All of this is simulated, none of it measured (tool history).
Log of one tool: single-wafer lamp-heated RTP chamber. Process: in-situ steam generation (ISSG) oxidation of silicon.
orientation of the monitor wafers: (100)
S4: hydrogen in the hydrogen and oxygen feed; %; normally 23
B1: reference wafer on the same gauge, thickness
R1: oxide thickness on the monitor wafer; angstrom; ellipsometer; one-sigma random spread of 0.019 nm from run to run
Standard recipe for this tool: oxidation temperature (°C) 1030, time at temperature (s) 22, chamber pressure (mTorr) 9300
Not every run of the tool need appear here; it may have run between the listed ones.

Run 1, hour 0: usual settings but oxidation temperature (°C) 1036; B1 5.223. Result: R1 67.35 angstrom.
Run 2, hour 32.3: usual settings but oxidation temperature (°C) 1036; B1 5.223. Result: R1 67.57 angstrom.
Run 3, hour 46.1: usual settings; B1 5.228. Result: R1 65.31 angstrom.
Run 4, hour 65.5: usual settings; B1 5.225. Result: R1 65.03 angstrom.
Run 5, hour 120.4: usual settings; B1 5.239. Result: R1 65.54 angstrom.
At hour 148.3: pyrometer window cleaned and pyrometer calibrated.
Run 6, hour 148.8: usual settings; B1 5.237. Result: R1 65.4 angstrom.
Run 7, hour 171.7: usual settings but chamber pressure (mTorr) 10200; B1 5.241. Result: R1 64.47 angstrom.
Run 8, hour 202.3: usual settings but chamber pressure (mTorr) 8900; B1 5.247. Result: R1 65.63 angstrom.
Run 9, hour 235.5: usual settings but chamber pressure (mTorr) 8900; B1 5.248. Result: R1 65.91 angstrom.
Run 10, hour 248.3: usual settings but chamber pressure (mTorr) 8900; B1 5.249. Result: R1 66.05 angstrom.
Run 11, hour 260.5: usual settings; B1 5.246. Result: R1 65.34 angstrom.
Run 12, hour 274.4: usual settings; B1 5.248. Result: R1 65.48 angstrom.
Run 13, hour 302.5: usual settings; B1 5.257. Result: R1 65.64 angstrom.
Run 14, hour 322.7: usual settings but oxidation temperature (°C) 1021, time at temperature (s) 29, chamber pressure (mTorr) 8900, S4 17 %; B1 5.257. Result: R1 67.64 angstrom.
Run 15, hour 354.4: usual settings but oxidation temperature (°C) 1049, time at temperature (s) 15, S4 32 %; B1 5.256. Result: R1 64.39 angstrom.
At hour 363.9: gauge calibrated.
Run 16, hour 386.4: usual settings but oxidation temperature (°C) 1041; B1 5.161. Result: R1 68.45 angstrom.
Run 17, hour 401.9: usual settings but oxidation temperature (°C) 1024, S4 29 %; B1 5.158. Result: R1 65.79 angstrom.
At hour 415.3: pressure gauge zeroed.
Run 18, hour 422.4: usual settings; B1 5.164. Result: R1 64.71 angstrom.
Run 19, hour 438.5: usual settings; B1 5.168. Result: R1 64.55 angstrom.
Run 20, hour 452.5: usual settings; B1 5.171. Result: R1 64.42 angstrom.
Run 21, hour 486.9: usual settings but oxidation temperature (°C) 1049, chamber pressure (mTorr) 8000, S4 32 %; B1 5.171. Result: R1 78.65 angstrom.
At hour 585.3: hydrogen flow controller replaced.
Run 22, hour 585.8: usual settings; B1 5.179. Result: R1 64.64 angstrom.
Run 23, hour 600.5: usual settings but oxidation temperature (°C) 1013, time at temperature (s) 14, chamber pressure (mTorr) 10200, S4 20 %; B1 5.183. Result: R1 46.05 angstrom.
Run 24, hour 623: usual settings but oxidation temperature (°C) 1013, time at temperature (s) 29, S4 29 %; B1 5.18. Result: R1 72.14 angstrom.
Run 25, hour 658.8: usual settings; B1 5.183. Result: R1 64.69 angstrom.
Run 26, hour 684.7: usual settings but oxidation temperature (°C) 1049, time at temperature (s) 18, chamber pressure (mTorr) 8900, S4 32 %; B1 5.188. Result: R1 70.17 angstrom.
Run 27, hour 700.6: usual settings but S4 30 %; B1 5.186. Result: R1 68.64 angstrom.
Run 28, hour 722.3: usual settings but chamber pressure (mTorr) 8700, S4 29 %; B1 5.189. Result: R1 69.13 angstrom.
Run 29, hour 743.6: usual settings but S4 26 %; B1 5.196. Result: R1 66.73 angstrom.
Run 30, hour 760.3: usual settings but oxidation temperature (°C) 1020, S4 32 %; B1 5.2. Result: R1 66.97 angstrom.
At hour 799.2: pyrometer window cleaned and pyrometer calibrated.
Run 31, hour 799.7: usual settings but oxidation temperature (°C) 1043, time at temperature (s) 27; B1 5.197. Result: R1 77.07 angstrom.

Each row is a separate what-if for the run after 31, all from the same tool condition, not one after another. Results?
Run A, hour 800.1: usual settings; B1 ?. Result: R1 ?.
Run B, hour 800.1: usual settings but oxidation temperature (°C) 1049, time at temperature (s) 28, chamber pressure (mTorr) 10100, S4 29 %; B1 ?. Result: R1 ?.
Run C, hour 800.1: usual settings but chamber pressure (mTorr) 8400, S4 15 %; B1 ?. Result: R1 ?.
Run D, hour 800.1: usual settings but oxidation temperature (°C) 1048; B1 ?. Result: R1 ?.

run     B1     R1
  A  5.193  64.94
  B  5.193  84.42
  C  5.193  59.62
  D  5.193  71.36
What these runs would have given with no unlogged condition in the tool:
run     R1
  A  64.42
  B  83.75
  C  59.15
  D  70.79
